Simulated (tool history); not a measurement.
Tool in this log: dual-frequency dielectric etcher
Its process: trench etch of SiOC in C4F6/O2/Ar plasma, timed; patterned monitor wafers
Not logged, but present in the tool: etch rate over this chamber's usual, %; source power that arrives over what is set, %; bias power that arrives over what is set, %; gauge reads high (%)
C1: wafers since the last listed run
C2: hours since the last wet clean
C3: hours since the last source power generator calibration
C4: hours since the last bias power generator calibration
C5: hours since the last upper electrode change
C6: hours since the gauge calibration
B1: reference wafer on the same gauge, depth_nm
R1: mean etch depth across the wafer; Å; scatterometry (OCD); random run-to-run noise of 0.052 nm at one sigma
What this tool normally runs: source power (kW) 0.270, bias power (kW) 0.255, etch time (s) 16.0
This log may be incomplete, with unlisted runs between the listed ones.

run 1 hour=0.0 | source_power_(kW)=0.270 bias_power_(kW)=0.255 etch_time_(s)=16.0 | C1=0 C2=370.0 C3=1773.8 C4=1345.6 C5=4092.4 C6=104.2 | B1=33.30 | R1=340.6
run 2 hour=17.8 | source_power_(kW)=0.270 bias_power_(kW)=0.255 etch_time_(s)=16.0 | C1=185 C2=387.8 C3=1791.6 C4=1363.4 C5=4110.2 C6=122.0 | B1=33.31 | R1=341.1
run 3 hour=32.3 | source_power_(kW)=0.270 bias_power_(kW)=0.255 etch_time_(s)=16.0 | C1=150 C2=402.3 C3=1806.1 C4=1377.9 C5=4124.7 C6=136.5 | B1=33.30 | R1=340.5
run 4 hour=40.0 | source_power_(kW)=0.270 bias_power_(kW)=0.255 etch_time_(s)=12.5 | C1=80 C2=410.0 C3=1813.8 C4=1385.6 C5=4132.4 C6=144.2 | B1=33.30 | R1=265.6
run 5 hour=59.5 | source_power_(kW)=0.270 bias_power_(kW)=0.255 etch_time_(s)=16.0 | C1=202 C2=429.5 C3=1833.3 C4=1405.1 C5=4151.9 C6=163.7 | B1=33.30 | R1=340.9
run 6 hour=75.1 | source_power_(kW)=0.270 bias_power_(kW)=0.255 etch_time_(s)=16.0 | C1=162 C2=445.1 C3=1848.9 C4=1420.7 C5=4167.5 C6=179.3 | B1=33.30 | R1=340.6
run 7 hour=90.9 | source_power_(kW)=0.270 bias_power_(kW)=0.255 etch_time_(s)=16.0 | C1=164 C2=460.9 C3=1864.7 C4=1436.5 C5=4183.3 C6=195.1 | B1=33.30 | R1=339.8
run 8 hour=108.3 | source_power_(kW)=0.270 bias_power_(kW)=0.255 etch_time_(s)=16.0 | C1=181 C2=478.3 C3=1882.1 C4=1453.9 C5=4200.7 C6=212.5 | B1=33.30 | R1=340.0
-- hour=122.2 bias power generator calibrated
run 9 hour=123.9 | source_power_(kW)=0.270 bias_power_(kW)=0.283 etch_time_(s)=16.0 | C1=120 C2=493.9 C3=1897.7 C4=1.7 C5=4216.3 C6=228.1 | B1=33.30 | R1=348.7
run 10 hour=137.8 | source_power_(kW)=0.270 bias_power_(kW)=0.255 etch_time_(s)=16.0 | C1=144 C2=507.8 C3=1911.6 C4=15.6 C5=4230.2 C6=242.0 | B1=33.30 | R1=338.8
-- hour=168.4 wet clean of the chamber
run 11 hour=168.9 | source_power_(kW)=0.270 bias_power_(kW)=0.255 etch_time_(s)=16.0 | C1=73 C2=0.5 C3=1942.7 C4=46.7 C5=4261.3 C6=273.1 | B1=33.30 | R1=346.1
run 12 hour=169.2 | source_power_(kW)=0.270 bias_power_(kW)=0.255 etch_time_(s)=16.0 | C1=3 C2=0.8 C3=1943.0 C4=47.0 C5=4261.6 C6=273.4 | B1=33.31 | R1=345.1
run 13 hour=169.5 | source_power_(kW)=0.320 bias_power_(kW)=0.298 etch_time_(s)=14.0 | C1=3 C2=1.1 C3=1943.3 C4=47.3 C5=4261.9 C6=273.7 | B1=33.30 | R1=329.9

What does the tool deliver on the next run?
run 14 hour=176.9 | source_power_(kW)=0.270 bias_power_(kW)=0.255 etch_time_(s)=16.0 | C1=77 C2=8.5 C3=1950.7 C4=54.7 C5=4269.3 C6=281.1 | B1=? | R1=?

Run 14 produced B1 33.30, R1 345.2 Å.
With no hidden state in the tool, this same run would have given R1 344.7 Å.
